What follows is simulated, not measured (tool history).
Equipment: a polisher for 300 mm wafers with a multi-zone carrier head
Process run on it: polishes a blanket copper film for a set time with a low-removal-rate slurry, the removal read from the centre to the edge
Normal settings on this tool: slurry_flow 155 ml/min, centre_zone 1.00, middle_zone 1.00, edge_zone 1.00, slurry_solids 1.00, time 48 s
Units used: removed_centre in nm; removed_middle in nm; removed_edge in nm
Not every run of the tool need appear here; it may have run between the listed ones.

run	hour	slurry_flow	centre_zone	middle_zone	edge_zone	slurry_solids	time	wafers since the last listed run	wafers polished on this pad	hours since the slurry nozzle was cleaned	hours since the centre zone pressure was calibrated	hours since the edge zone pressure was calibrated	hours since the carrier head's membrane was replaced	incoming thickness of the incoming film, nm	removed_centre	removed_middle	removed_edge
1	0.0	155	1.04	1.09	1.00	0.85	48	0	6	145.9	69.4	702.5	1577.0	1445.7	235.5	238.3	220.6
2	12.3	155	0.91	1.10	1.08	0.90	48	131	137	158.2	81.7	714.8	1589.3	1447.8	207.1	237.6	231.9
3	27.3	125	1.00	1.00	1.00	1.00	48	160	297	173.2	96.7	729.8	1604.3	1470.1	220.0	218.6	219.0
4	38.2	210	1.00	1.00	1.00	1.00	48	116	414	184.1	107.6	740.7	1615.2	1466.1	247.8	237.0	235.7
# hour 45.5: edge zone pressure recalibrated
5	50.4	180	1.09	0.92	1.00	1.00	56	108	523	196.3	119.8	4.9	1627.4	1460.0	309.6	250.9	271.5
6	60.2	155	1.00	1.00	1.00	1.00	48	104	627	206.1	129.6	14.7	1637.2	1452.6	234.3	226.1	227.4
# hour 81.2: carrier head's membrane replaced by a new one
7	81.7	155	1.00	1.00	1.00	1.00	48	176	804	227.6	151.1	36.2	0.5	1466.4	235.0	224.8	226.0
8	90.8	200	1.00	1.00	1.00	1.20	48	97	901	236.7	160.2	45.3	9.6	1438.0	254.3	238.6	242.8
9	100.1	115	1.00	1.00	1.00	1.15	48	99	1000	246.0	169.5	54.6	18.9	1438.5	221.5	214.7	220.8
# hour 106.4: worn pad replaced by a new one
10	116.5	155	1.08	1.00	1.00	1.25	63	132	108	262.4	185.9	71.0	35.3	1450.1	350.5	310.1	309.0
11	126.8	155	1.00	1.00	1.10	1.25	60	110	218	272.7	196.2	81.3	45.6	1448.1	305.2	291.4	312.4
12	139.6	110	1.10	1.00	1.00	1.00	48	136	355	285.5	209.0	94.1	58.4	1427.4	234.7	210.5	215.1
13	150.7	155	1.00	1.00	1.00	1.00	48	118	473	296.6	220.1	105.2	69.5	1445.9	236.5	225.6	224.1
14	165.4	105	1.00	1.00	0.95	0.80	63	157	630	311.3	234.8	119.9	84.2	1427.9	266.4	257.8	258.7
15	172.8	155	0.94	1.09	1.00	1.00	48	79	709	318.7	242.2	127.3	91.6	1462.6	224.6	236.8	229.0
16	182.7	155	1.00	1.00	1.00	1.00	48	105	815	328.6	252.1	137.2	101.5	1443.7	240.4	226.5	228.4
17	191.9	130	1.11	1.00	0.94	1.00	48	98	913	337.8	261.3	146.4	110.7	1419.9	256.2	217.9	215.3
18	206.9	155	1.00	1.00	1.00	1.00	48	160	1074	352.8	276.3	161.4	125.7	1440.2	237.2	225.7	224.3
# hour 213.6: worn pad replaced by a new one
19	214.4	155	1.04	1.09	1.00	0.85	48	37	8	360.3	283.8	168.9	133.2	1456.3	239.2	229.3	218.8
20	226.1	155	1.06	1.00	0.95	1.00	48	125	133	372.0	295.5	180.6	144.9	1428.0	252.7	216.5	220.3
21	233.8	155	1.00	1.10	0.94	0.85	48	82	215	379.7	303.2	188.3	152.6	1420.1	235.0	234.7	211.4
22	248.4	155	1.00	1.00	1.00	1.00	48	156	371	394.3	317.8	202.9	167.2	1445.5	240.4	222.8	228.0
23	260.6	155	1.00	1.10	1.00	1.00	48	130	501	406.5	330.0	215.1	179.4	1425.4	237.9	236.3	228.3

3 options for the next run, each taken on its own from the tool as it stands now. Forecast them:
A	261.0	155	1.00	0.94	1.00	1.00	48	4	506	406.9	330.4	215.5	179.8	1468.8	?	?	?
B	261.0	155	1.00	1.00	1.10	1.00	48	4	506	406.9	330.4	215.5	179.8	1468.8	?	?	?
C	261.0	120	0.94	1.07	1.00	1.00	54	4	506	406.9	330.4	215.5	179.8	1468.8	?	?	?

run	removed_centre	removed_middle	removed_edge
A	237.8	212.6	225.2
B	237.9	223.9	235.9
C	234.9	251.2	242.3
Take away the tool's hidden state, keep each run's random variation, and the runs would have read:
run	removed_centre	removed_middle	removed_edge
A	227.7	212.7	225.2
B	227.8	224.0	235.9
C	224.9	251.3	242.3
